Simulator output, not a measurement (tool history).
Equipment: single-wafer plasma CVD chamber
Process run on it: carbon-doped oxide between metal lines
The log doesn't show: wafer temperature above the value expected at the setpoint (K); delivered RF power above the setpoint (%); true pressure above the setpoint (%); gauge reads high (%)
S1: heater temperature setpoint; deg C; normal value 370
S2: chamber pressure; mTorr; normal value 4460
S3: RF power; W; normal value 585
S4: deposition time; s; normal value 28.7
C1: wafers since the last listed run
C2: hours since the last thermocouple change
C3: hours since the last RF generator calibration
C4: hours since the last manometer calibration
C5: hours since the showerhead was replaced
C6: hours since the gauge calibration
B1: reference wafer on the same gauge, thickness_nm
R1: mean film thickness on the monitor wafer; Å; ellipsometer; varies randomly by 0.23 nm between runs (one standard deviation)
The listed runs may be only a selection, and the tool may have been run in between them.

| run | hour | S1 | S2 | S3 | S4 | C1 | C2 | C3 | C4 | C5 | C6 | B1 | R1 |
|---|---|---|---|---|---|---|---|---|---|---|---|---|---|
| 1 | 0 | 370 | 4460 | 585 | 28.7 | 0 | 1077.8 | 2197.7 | 2143.6 | 6650.2 | 246.3 | 180.995 | 1481.77 |
| 2 | 15.9 | 370 | 4460 | 585 | 28.7 | 232 | 1093.7 | 2213.6 | 2159.5 | 6666.1 | 262.2 | 181.069 | 1479.81 |
|  | 34.7 | RF generator calibrated |
| 3 | 35.2 | 370 | 4460 | 585 | 28.7 | 165 | 1113 | 0.5 | 2178.8 | 6685.4 | 281.5 | 181.066 | 1543.02 |
| 4 | 39.5 | 370 | 4460 | 585 | 28.7 | 62 | 1117.3 | 4.8 | 2183.1 | 6689.7 | 285.8 | 180.979 | 1543.88 |
| 5 | 49.5 | 370 | 4460 | 585 | 28.7 | 146 | 1127.3 | 14.8 | 2193.1 | 6699.7 | 295.8 | 181.064 | 1546.53 |
| 6 | 57.9 | 370 | 4460 | 585 | 28.7 | 122 | 1135.7 | 23.2 | 2201.5 | 6708.1 | 304.2 | 181.014 | 1542.02 |
|  | 70.4 | thermocouple changed; heater temperature recalibrated |
| 7 | 70.9 | 370 | 4460 | 585 | 28.7 | 73 | 0.5 | 36.2 | 2214.5 | 6721.1 | 317.2 | 181.12 | 1525.1 |
|  | 83 | showerhead replaced |
| 8 | 110.8 | 370 | 4460 | 585 | 28.7 | 466 | 40.4 | 76.1 | 2254.4 | 27.8 | 357.1 | 181.068 | 1529.79 |
| 9 | 117.8 | 362 | 3600 | 685 | 28.7 | 102 | 47.4 | 83.1 | 2261.4 | 34.8 | 364.1 | 181.061 | 1675.19 |
| 10 | 129.9 | 370 | 4460 | 585 | 28.7 | 176 | 59.5 | 95.2 | 2273.5 | 46.9 | 376.2 | 181.109 | 1531.6 |
|  | 141.4 | capacitance manometer re-zeroed and calibrated |
| 11 | 146 | 383 | 4460 | 585 | 33.6 | 118 | 75.6 | 111.3 | 4.6 | 63 | 392.3 | 181.017 | 1738.58 |
| 12 | 153.4 | 357 | 4460 | 585 | 32.5 | 108 | 83 | 118.7 | 12 | 70.4 | 399.7 | 180.868 | 1787.47 |
| 13 | 162.8 | 364 | 4050 | 585 | 32.4 | 137 | 92.4 | 128.1 | 21.4 | 79.8 | 409.1 | 180.939 | 1734.89 |
| 14 | 180.3 | 362 | 3630 | 690 | 28.7 | 255 | 109.9 | 145.6 | 38.9 | 97.3 | 426.6 | 180.979 | 1683.81 |

Run 15 comes next. What will it give?
|  | 181.9 | gauge calibrated |
| 15 | 196.4 | 357 | 4860 | 555 | 26.5 | 235 | 126 | 161.7 | 55 | 113.4 | 14.5 | ? | ? |

B1: 180.982
R1: 1431.61 Å
On a tool with no hidden condition, and with the same random variation, this run would have come out at R1 1441.66 Å.
